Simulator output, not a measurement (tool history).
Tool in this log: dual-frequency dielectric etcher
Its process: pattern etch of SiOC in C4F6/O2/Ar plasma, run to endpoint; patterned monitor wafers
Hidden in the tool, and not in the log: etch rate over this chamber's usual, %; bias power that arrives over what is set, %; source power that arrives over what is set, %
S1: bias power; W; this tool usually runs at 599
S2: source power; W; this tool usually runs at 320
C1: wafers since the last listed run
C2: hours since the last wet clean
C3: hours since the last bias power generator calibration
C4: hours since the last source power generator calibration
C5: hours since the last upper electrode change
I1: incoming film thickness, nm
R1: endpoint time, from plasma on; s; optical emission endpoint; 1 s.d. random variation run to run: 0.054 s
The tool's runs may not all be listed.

run     day   S1   S2    C1     C2      C3      C4      C5     I1    R1
  1   0.000  599  320     0  118.6  3605.9  2175.2  4152.0  27.23   9.4
  2   2.158  599  320   551  170.4  3657.7  2227.0  4203.8  27.24   9.4
  3   4.346  599  320   558  222.9  3710.2  2279.5  4256.3  27.33   9.5
  4   6.829  512  300   634  282.5  3769.8  2339.1  4315.9  27.39  10.1
  5   8.379  512  300   396  319.7  3807.0  2376.3  4353.1  27.35  10.1
  6   9.942  512  300   399  357.2  3844.5  2413.8  4390.6  27.03  10.0
  7  12.783  599  320   726  425.4  3912.7  2482.0  4458.8  27.01   9.3
  8  14.329  599  320   394  462.5  3949.8  2519.1  4495.9  26.96   9.3
  9  16.850  599  320   644  523.0  4010.3  2579.6  4556.4  27.05   9.3
 10  21.188  599  320  1108  627.1  4114.4  2683.7  4660.5  27.00   9.4
     24.658  -- wet clean of the chamber
 11  25.067  599  320   735    9.8  4207.5  2776.8  4753.6  27.39   9.4
 12  28.538  521  320   886   93.1  4290.8  2860.1  4836.9  27.01   9.6
 13  31.721  685  340   813  169.5  4367.2  2936.5  4913.3  27.37   9.0
 14  33.262  541  370   393  206.5  4404.2  2973.5  4950.3  27.26   9.1
 15  35.196  538  250   493  252.9  4450.6  3019.9  4996.7  26.92  10.4
     36.933  -- bias power generator calibrated
 16  38.412  514  240   779  330.1    35.5  3097.1  5073.9  27.18  10.7
 17  40.725  599  250   590  385.6    91.0  3152.6  5129.4  27.43  10.4
 18  43.104  599  320   607  442.7   148.1  3209.7  5186.5  27.07   9.2
 19  45.825  680  300   695  508.0   213.4  3275.0  5251.8  27.09   9.1
     47.596  -- wet clean of the chamber
     48.954  -- source power generator calibrated
 20  49.608  506  390   668   48.3   304.2    15.7  5342.6  27.05   9.1
 21  52.512  748  370   741  118.0   373.9    85.4  5412.3  26.99   8.4
 22  54.988  746  260   632  177.4   433.3   144.8  5471.7  27.00   9.8
     57.962  -- upper electrode replaced
 23  58.317  500  340   595  257.3   513.2   224.7     8.5  27.27   9.6
 24  61.892  599  320   913  343.1   599.0   310.5    94.3  27.10   9.5
 25  65.833  599  320  1007  437.7   693.6   405.1   188.9  26.99   9.4
 26  68.050  449  370   566  490.9   746.8   458.3   242.1  27.02   9.5
 27  70.550  666  240   638  550.9   806.8   518.3   302.1  27.14  10.3
 28  75.033  599  320  1145  658.5   914.4   625.9   409.7  26.99   9.4
     77.404  -- wet clean of the chamber
 29  78.262  599  320   569   20.6   991.9   703.4   487.2  27.02   9.5
 30  82.054  524  320   968  111.6  1082.9   794.4   578.2  26.90   9.6
 31  86.221  680  300  1064  211.6  1182.9   894.4   678.2  27.38   9.5
 32  90.300  705  360  1042  309.5  1280.8   992.3   776.1  27.29   8.7
 33  93.521  730  260   822  386.8  1358.1  1069.6   853.4  27.44   9.9
 34  96.388  599  320   732  455.6  1426.9  1138.4   922.2  27.34   9.6
 35  99.067  492  260   684  519.9  1491.2  1202.7   986.5  27.13  10.7

Exercise: give the hidden state of the tool at every run:
etch rate over this chamber's usual, %: 0 across all the runs
bias power that arrives over what is set, %: 0 across all the runs
H1: source power that arrives over what is set, %
run        H1
  1      1.56
  2      1.68
  3      1.81
  4      1.96
  5      2.06
  6      2.16
  7      2.34
  8      2.44
  9      2.61
 10      2.92
 11       3.2
 12      3.46
 13       3.7
 14      3.82
 15      3.97
 16      4.23
 17      4.42
 18      4.62
 19      4.86
 20  -0.00816
 21  -0.00428
 22   0.00326
 23    0.0195
 24    0.0448
 25    0.0821
 26     0.107
 27      0.14
 28     0.208
 29     0.264
 30     0.339
 31     0.432
 32     0.534
 33     0.622
 34     0.706
 35     0.789

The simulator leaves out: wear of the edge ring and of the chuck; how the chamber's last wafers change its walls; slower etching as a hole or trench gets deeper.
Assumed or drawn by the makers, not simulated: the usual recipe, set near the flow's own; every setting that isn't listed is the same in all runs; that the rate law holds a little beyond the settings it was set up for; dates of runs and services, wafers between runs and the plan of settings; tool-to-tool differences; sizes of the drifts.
